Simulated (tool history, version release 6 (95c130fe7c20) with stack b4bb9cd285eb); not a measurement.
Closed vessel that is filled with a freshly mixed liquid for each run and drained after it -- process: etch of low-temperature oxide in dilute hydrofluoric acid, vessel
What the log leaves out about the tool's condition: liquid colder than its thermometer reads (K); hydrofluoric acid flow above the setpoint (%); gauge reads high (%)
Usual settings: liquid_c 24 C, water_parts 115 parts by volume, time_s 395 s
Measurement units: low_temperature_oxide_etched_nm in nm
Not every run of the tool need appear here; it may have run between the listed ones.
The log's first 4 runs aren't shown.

| run | day | liquid_c | water_parts | time_s | wafers since the last listed run | hours since the thermometer was replaced | hours since the hydrofluoric acid flow meter was replaced | hours since the gauge calibration | read-back film thickness of the low-temperature oxide reference wafer, read on the same gauge (nm) | low_temperature_oxide_etched_nm |
|---|---|---|---|---|---|---|---|---|---|---|
| 5 | 7.454 | 22.5 | 115 | 395 | 4793 | 1659.1 | 69.2 | 1004.5 | 120 | 53.41 |
| 6 | 9.229 | 22.5 | 115 | 395 | 2981 | 1701.7 | 111.8 | 1047.1 | 119.98 | 53.33 |
| 7 | 10.654 | 24 | 115 | 265 | 2393 | 1735.9 | 146 | 1081.3 | 119.99 | 38.5 |
| 8 | 13.65 | 24 | 115 | 265 | 5031 | 1807.8 | 217.9 | 1153.2 | 120.02 | 37.74 |
| 9 | 16.021 | 24 | 115 | 395 | 3981 | 1864.7 | 274.8 | 1210.1 | 120.01 | 56.35 |
|  | 19.462 | thermometer replaced |
| 10 | 19.55 | 25.5 | 90 | 395 | 5857 | 2.1 | 359.5 | 1294.8 | 119.99 | 74.79 |
| 11 | 20.746 | 25.5 | 90 | 395 | 2008 | 30.8 | 388.2 | 1323.5 | 119.98 | 75.9 |
|  | 25.783 | gauge calibrated |
| 12 | 26.567 | 25.5 | 90 | 395 | 9776 | 170.5 | 527.9 | 18.8 | 119.98 | 74.57 |
| 13 | 28.058 | 24 | 115 | 395 | 2505 | 206.3 | 563.7 | 54.6 | 119.97 | 53.82 |
|  | 29.629 | thermometer replaced, repeated, since the last time left the tool worse |
| 14 | 30.446 | 24 | 85 | 395 | 3940 | 19.6 | 621 | 111.9 | 119.99 | 85.13 |
| 15 | 32.383 | 24 | 115 | 395 | 3254 | 66.1 | 667.5 | 158.4 | 119.98 | 60.13 |
| 16 | 34.192 | 25.5 | 90 | 395 | 3037 | 109.5 | 710.9 | 201.8 | 119.97 | 85.26 |
| 17 | 35.683 | 24 | 170 | 395 | 2505 | 145.3 | 746.7 | 237.6 | 120.01 | 38.53 |
| 18 | 36.767 | 22.5 | 115 | 395 | 1819 | 171.3 | 772.7 | 263.6 | 120.01 | 56.76 |
| 19 | 39.396 | 24 | 95 | 395 | 4415 | 234.4 | 835.8 | 326.7 | 119.97 | 75.32 |
| 20 | 41.196 | 24 | 115 | 395 | 3023 | 277.6 | 879 | 369.9 | 119.98 | 59.61 |
| 21 | 42.625 | 24 | 115 | 395 | 2400 | 311.9 | 913.3 | 404.2 | 119.96 | 60.14 |
|  | 42.775 | hydrofluoric acid flow meter replaced |
| 22 | 44.046 | 27.5 | 130 | 570 | 2316 | 346 | 30.5 | 438.3 | 119.98 | 87.02 |
| 23 | 46.279 | 28 | 140 | 620 | 3751 | 399.6 | 84.1 | 491.9 | 119.99 | 87.16 |
| 24 | 51.892 | 27 | 140 | 395 | 9426 | 534.3 | 218.8 | 626.6 | 119.98 | 53.54 |
| 25 | 53.038 | 24 | 115 | 395 | 1924 | 561.8 | 246.3 | 654.1 | 120.02 | 59.6 |

What does the tool deliver on the next run?
| 26 | 55.588 | 24 | 95 | 255 | 4282 | 623 | 307.5 | 715.3 | ? | ? |

{"run 26": {"read-back film thickness of the low-temperature oxide reference wafer, read on the same gauge (nm)": 120.05, "low_temperature_oxide_etched_nm": 47.77}}
The same run, on a tool lacking any hidden state, would have yielded low_temperature_oxide_etched_nm 48.89 nm.
